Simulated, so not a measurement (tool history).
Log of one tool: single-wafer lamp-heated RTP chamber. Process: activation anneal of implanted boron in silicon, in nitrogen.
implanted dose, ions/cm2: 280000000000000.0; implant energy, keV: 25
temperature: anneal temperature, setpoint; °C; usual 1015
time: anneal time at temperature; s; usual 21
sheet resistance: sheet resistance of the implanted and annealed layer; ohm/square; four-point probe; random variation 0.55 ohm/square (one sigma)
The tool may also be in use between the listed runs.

run   hour  temperature  time  read-back reference wafer on the same gauge, sheet resistance  sheet resistance
  1      0         1029    28                                                         295.48            363.98
  2   18.9         1015    21                                                         295.56            365.92
      33.3  -- reflector plate cleaned
  3   47.5         1015    21                                                         295.98            367.17
  4   70.4         1015    21                                                         295.92            368.21
  5  101.8         1005    21                                                         296.02            370.82
  6  132.5         1005    21                                                         296.25            370.73
       172  -- pyrometer window cleaned and pyrometer calibrated
  7  172.5         1005    21                                                         296.57            370.44
  8  196.5         1015    21                                                         296.58            367.85
  9  218.2         1015    21                                                         296.72             369.1
 10  245.8         1015    21                                                            297             368.9
 11  271.2         1015    21                                                         297.07            368.06
       363  -- pyrometer window cleaned and pyrometer calibrated
     371.1  -- reflector plate cleaned
 12  371.6         1015    21                                                         297.57            369.79
 13    383         1026    21                                                         297.87            367.73
 14  404.7         1026    21                                                         297.68            368.22
 15  434.9         1015    11                                                          297.9            371.44
 16  461.7          988    12                                                            298            386.07
 17  490.1         1015    11                                                         298.23            371.67
 18  516.5         1039    33                                                          298.4            367.99
 19  547.7         1036    30                                                         298.61            368.15
     556.4  -- pyrometer window cleaned and pyrometer calibrated
 20  572.1         1044    10                                                         298.64            369.13
 21  602.9         1042    13                                                         298.66            369.73
 22  627.4          988    33                                                         298.99            378.98
     647.1  -- gauge calibrated
 23    651          995    16                                                         294.87            375.03
 24  677.7         1015    21                                                          295.1            366.13
 25  691.6         1040    14                                                         295.21            364.32
 26  706.4         1015    21                                                         295.13            366.25
     721.4  -- reflector plate cleaned
     742.7  -- pyrometer window cleaned and pyrometer calibrated
 27  743.2         1039    25                                                         295.27            364.89
 28  755.4          993    27                                                         295.45            373.01
 29  775.4          998    32                                                         295.48            369.61
 30  791.5         1045    17                                                          295.8            363.71
 31  823.4         1026    14                                                         295.66            367.01

5 ways to go on from here, each from the tool as it stands after run 31. What would each give?
  A  823.8         1015    21                                                              ?                 ?
  B  823.8         1033    33                                                              ?                 ?
  C  823.8         1015    10                                                              ?                 ?
  D  823.8         1004    27                                                              ?                 ?
  E  823.8          989    12                                                              ?                 ?

run  read-back reference wafer on the same gauge, sheet resistance  sheet resistance
  A                                                         295.75            366.93
  B                                                         295.75            363.77
  C                                                         295.75               369
  D                                                         295.75            368.73
  E                                                         295.75            381.68
Without the tool's hidden state the same runs would have given:
run  sheet resistance
  A            365.92
  B            362.77
  C            367.98
  D            367.71
  E            380.62
